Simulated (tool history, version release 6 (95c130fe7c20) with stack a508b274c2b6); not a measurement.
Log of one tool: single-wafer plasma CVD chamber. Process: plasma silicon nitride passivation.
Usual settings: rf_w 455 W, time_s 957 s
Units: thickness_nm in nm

run   hour  rf_w  time_s  read-back reference wafer on the same gauge, thickness_nm  thickness_nm
  1      0   455     957                                                    1239.98      1432.486
  2   17.2   455     957                                                   1240.089      1433.182
  3   23.9   455     957                                                   1240.023      1429.576
  4   38.1   455     957                                                   1240.405      1429.904
  5   44.4   455     957                                                   1239.396      1429.933
  6   61.9   455     957                                                    1239.75      1431.827
  7   77.7   455     957                                                   1240.209      1432.873
  8   83.9   455     957                                                   1240.539      1428.238
  9   93.4   455     957                                                   1240.548      1430.136
 10  104.3   455     957                                                   1240.081      1428.948
 11  112.9   455     957                                                   1239.613      1428.349
     127.5  -- RF generator calibrated
 12  129.8   510     957                                                   1239.396       1460.14
     147.7  -- showerhead replaced
 13  148.2   510     957                                                   1239.923      1461.744
 14  159.1   510     957                                                   1240.047      1466.765
 15  170.3   455     906                                                   1240.186      1354.075
 16  185.3   395    1127                                                   1240.123      1643.079
 17  191.8   400    1095                                                   1239.534      1598.829
 18  199.7   530     844                                                   1240.192      1300.085
 19  217.4   480    1069                                                   1239.683      1611.032
 20  224.2   455     957                                                   1240.259      1427.979
 21  232.5   455     957                                                   1240.373      1428.694
     248.2  -- gauge calibrated
 22  280.2   365    1015                                                   1239.777      1459.532
 23  291.4   510    1079                                                   1240.343       1643.01
 24  306.4   495     897                                                   1240.545      1360.567
 25  319.8   455     957                                                   1240.293      1427.085
 26  331.8   455     957                                                   1239.423      1428.432
 27    338   385    1124                                                   1239.397      1634.664
 28  354.2   485     957                                                   1240.017      1450.505

Forecast each of these 3 alternatives for the next run:
  A  354.9   390     957                                                          ?             ?
  B  354.9   530    1115                                                          ?             ?
  C  354.9   455     835                                                          ?             ?

run  read-back reference wafer on the same gauge, thickness_nm  thickness_nm
  A                                                   1239.905       1391.91
  B                                                   1239.905      1717.625
  C                                                   1239.905      1249.015
Without the tool's hidden state the same runs would have given:
run  thickness_nm
  A       1391.91
  B      1717.625
  C      1249.015
